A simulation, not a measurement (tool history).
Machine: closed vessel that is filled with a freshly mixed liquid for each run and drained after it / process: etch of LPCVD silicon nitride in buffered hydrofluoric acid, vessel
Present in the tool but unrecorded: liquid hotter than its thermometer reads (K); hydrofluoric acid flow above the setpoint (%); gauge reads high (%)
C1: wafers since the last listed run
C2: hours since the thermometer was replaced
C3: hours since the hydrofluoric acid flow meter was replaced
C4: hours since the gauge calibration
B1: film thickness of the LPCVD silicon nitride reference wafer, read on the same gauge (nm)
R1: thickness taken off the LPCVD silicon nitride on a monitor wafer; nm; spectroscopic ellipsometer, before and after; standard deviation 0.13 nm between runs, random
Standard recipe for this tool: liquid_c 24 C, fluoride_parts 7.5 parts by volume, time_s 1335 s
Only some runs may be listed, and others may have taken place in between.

Run 1, hour 0: usual settings but fluoride_parts 9 parts by volume; C1 0; C2 2360.5; C3 917.8; C4 421.2; B1 80. Result: R1 22.94 nm.
Run 2, hour 16: usual settings; C1 977; C2 2376.5; C3 933.8; C4 437.2; B1 80.07. Result: R1 27.76 nm.
Run 3, hour 25.6: usual settings; C1 586; C2 2386.1; C3 943.4; C4 446.8; B1 79.96. Result: R1 27.71 nm.
Run 4, hour 39.6: usual settings; C1 855; C2 2400.1; C3 957.4; C4 460.8; B1 79.98. Result: R1 28.1 nm.
At hour 43.2: hydrofluoric acid flow meter replaced.
Run 5, hour 54.9: usual settings; C1 873; C2 2415.4; C3 11.7; C4 476.1; B1 79.99. Result: R1 25.55 nm.
Run 6, hour 63.3: usual settings but liquid_c 22.5 C; C1 513; C2 2423.8; C3 20.1; C4 484.5; B1 80.02. Result: R1 23.37 nm.
Run 7, hour 79.3: usual settings; C1 977; C2 2439.8; C3 36.1; C4 500.5; B1 80.03. Result: R1 25.54 nm.
At hour 87.7: thermometer replaced.
Run 8, hour 91.4: usual settings; C1 678; C2 3.7; C3 48.2; C4 512.6; B1 79.98. Result: R1 25.73 nm.
Run 9, hour 98.7: usual settings but liquid_c 22 C, time_s 1750 s; C1 446; C2 11; C3 55.5; C4 519.9; B1 80.07. Result: R1 30.15 nm.
Run 10, hour 111.3: usual settings but liquid_c 21.5 C, fluoride_parts 8.5 parts by volume, time_s 1925 s; C1 770; C2 23.6; C3 68.1; C4 532.5; B1 80.01. Result: R1 28.02 nm.
Run 11, hour 120.8: usual settings; C1 580; C2 33.1; C3 77.6; C4 542; B1 80. Result: R1 25.42 nm.
Run 12, hour 137.7: usual settings but fluoride_parts 6.5 parts by volume, time_s 870 s; C1 1032; C2 50; C3 94.5; C4 558.9; B1 80.04. Result: R1 19.09 nm.
Run 13, hour 149.4: usual settings; C1 715; C2 61.7; C3 106.2; C4 570.6; B1 79.93. Result: R1 25.84 nm.
Run 14, hour 156.8: usual settings but liquid_c 21.5 C, time_s 1875 s; C1 452; C2 69.1; C3 113.6; C4 578; B1 79.97. Result: R1 31.6 nm.
Run 15, hour 174.8: usual settings but liquid_c 29 C, fluoride_parts 9 parts by volume, time_s 1845 s; C1 1100; C2 87.1; C3 131.6; C4 596; B1 80.03. Result: R1 38.13 nm.
Run 16, hour 184: usual settings but liquid_c 26 C; C1 562; C2 96.3; C3 140.8; C4 605.2; B1 80. Result: R1 28.59 nm.
Run 17, hour 191.2: usual settings but fluoride_parts 6.5 parts by volume; C1 440; C2 103.5; C3 148; C4 612.4; B1 79.93. Result: R1 29.64 nm.
Run 18, hour 197.3: usual settings but fluoride_parts 5.5 parts by volume, time_s 2005 s; C1 372; C2 109.6; C3 154.1; C4 618.5; B1 80. Result: R1 51.2 nm.
Run 19, hour 212.7: usual settings but liquid_c 20.5 C, fluoride_parts 9.5 parts by volume, time_s 1810 s; C1 941; C2 125; C3 169.5; C4 633.9; B1 80.07. Result: R1 22.61 nm.
Run 20, hour 221.9: usual settings but liquid_c 25.5 C, fluoride_parts 6 parts by volume, time_s 2030 s; C1 562; C2 134.2; C3 178.7; C4 643.1; B1 79.99. Result: R1 52.76 nm.
Run 21, hour 229.5: usual settings; C1 464; C2 141.8; C3 186.3; C4 650.7; B1 79.95. Result: R1 26.04 nm.
At hour 233.5: gauge calibrated.
Run 22, hour 239.8: usual settings but fluoride_parts 10 parts by volume; C1 629; C2 152.1; C3 196.6; C4 6.3; B1 80.01. Result: R1 19.71 nm.
Run 23, hour 250: usual settings but liquid_c 27.5 C, time_s 570 s; C1 623; C2 162.3; C3 206.8; C4 16.5; B1 80.03. Result: R1 13.35 nm.
Run 24, hour 259.2: usual settings but fluoride_parts 10 parts by volume, time_s 705 s; C1 562; C2 171.5; C3 216; C4 25.7; B1 80.05. Result: R1 10.37 nm.
Run 25, hour 265.3: usual settings but liquid_c 26.5 C, time_s 740 s; C1 372; C2 177.6; C3 222.1; C4 31.8; B1 80.01. Result: R1 16.57 nm.
Run 26, hour 297.7: usual settings but liquid_c 20 C, time_s 1065 s; C1 1980; C2 210; C3 254.5; C4 64.2; B1 80. Result: R1 16.72 nm.
Run 27, hour 309.4: usual settings but liquid_c 27 C, fluoride_parts 6 parts by volume, time_s 780 s; C1 715; C2 221.7; C3 266.2; C4 75.9; B1 79.99. Result: R1 21.98 nm.
Run 28, hour 320.9: usual settings; C1 702; C2 233.2; C3 277.7; C4 87.4; B1 79.96. Result: R1 26.01 nm.
Run 29, hour 329.5: usual settings; C1 525; C2 241.8; C3 286.3; C4 96; B1 80.02. Result: R1 26 nm.
Run 30, hour 336.8: usual settings but liquid_c 26 C, fluoride_parts 10 parts by volume; C1 446; C2 249.1; C3 293.6; C4 103.3; B1 79.98. Result: R1 21.96 nm.
Run 31, hour 352.7: usual settings but liquid_c 21 C, fluoride_parts 9.5 parts by volume, time_s 1660 s; C1 971; C2 265; C3 309.5; C4 119.2; B1 79.99. Result: R1 21.49 nm.
Run 32, hour 361.7: usual settings but liquid_c 21 C, time_s 770 s; C1 550; C2 274; C3 318.5; C4 128.2; B1 80. Result: R1 12.74 nm.
Run 33, hour 370.3: usual settings but liquid_c 28 C, fluoride_parts 8.5 parts by volume; C1 525; C2 282.6; C3 327.1; C4 136.8; B1 80.01. Result: R1 28.14 nm.

The same runs without the tool's hidden state, with the same run-to-run variation:
run     R1
  1  20.71
  2  25.18
  3  25.12
  4  25.45
  5  25.42
  6  23.23
  7  25.34
  8  25.51
  9  29.86
 10  27.72
 11  25.13
 12  18.89
 13  25.47
 14  31.12
 15  37.49
 16  28.08
 17   29.2
 18  50.44
 19  22.33
 20  51.87
 21  25.46
 22  19.44
 23  13.03
 24  10.22
 25  16.15
 26  16.25
 27  21.47
 28   25.2
 29  25.18
 30  21.54
 31  21.07
 32  12.29
 33  27.14
